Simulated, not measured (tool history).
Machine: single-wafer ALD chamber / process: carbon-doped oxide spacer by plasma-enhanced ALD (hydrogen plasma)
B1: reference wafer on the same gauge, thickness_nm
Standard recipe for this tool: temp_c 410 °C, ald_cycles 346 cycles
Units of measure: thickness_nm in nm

Run 1, hour 0: usual settings but temp_c 415 °C; B1 14.606. Result: thickness_nm 16.501 nm.
Run 2, hour 10.8: usual settings but temp_c 417 °C, ald_cycles 315 cycles; B1 14.598. Result: thickness_nm 14.858 nm.
At hour 19.1: gauge calibrated.
Run 3, hour 23.5: usual settings; B1 14.601. Result: thickness_nm 16.635 nm.
Run 4, hour 38.3: usual settings; B1 14.603. Result: thickness_nm 16.667 nm.
Run 5, hour 92.2: usual settings but temp_c 398 °C; B1 14.588. Result: thickness_nm 17.199 nm.
Run 6, hour 105.1: usual settings but temp_c 398 °C; B1 14.597. Result: thickness_nm 17.16 nm.
Run 7, hour 113: usual settings but temp_c 414 °C, ald_cycles 306 cycles; B1 14.599. Result: thickness_nm 14.624 nm.
Run 8, hour 128.6: usual settings but temp_c 414 °C, ald_cycles 306 cycles; B1 14.587. Result: thickness_nm 14.605 nm.
Run 9, hour 138.6: usual settings but temp_c 414 °C, ald_cycles 306 cycles; B1 14.591. Result: thickness_nm 14.553 nm.
Run 10, hour 151.4: usual settings but temp_c 420 °C; B1 14.609. Result: thickness_nm 16.181 nm.
Run 11, hour 162: usual settings but temp_c 405 °C, ald_cycles 323 cycles; B1 14.608. Result: thickness_nm 15.812 nm.
Run 12, hour 170.4: usual settings but temp_c 399 °C, ald_cycles 303 cycles; B1 14.601. Result: thickness_nm 15.005 nm.
Run 13, hour 183.4: usual settings but temp_c 398 °C, ald_cycles 318 cycles; B1 14.582. Result: thickness_nm 15.812 nm.
Run 14, hour 201.4: usual settings but ald_cycles 315 cycles; B1 14.586. Result: thickness_nm 15.167 nm.

Run 15 is up next; what results do you expect?
At hour 213.1: gauge calibrated.
Run 15, hour 214: usual settings but temp_c 401 °C, ald_cycles 285 cycles; B1 ?. Result: thickness_nm ?.

{"run 15": {"B1": 14.604, "thickness_nm": 14.173}}
Without the tool's hidden state the same run would have given thickness_nm 14.173 nm.
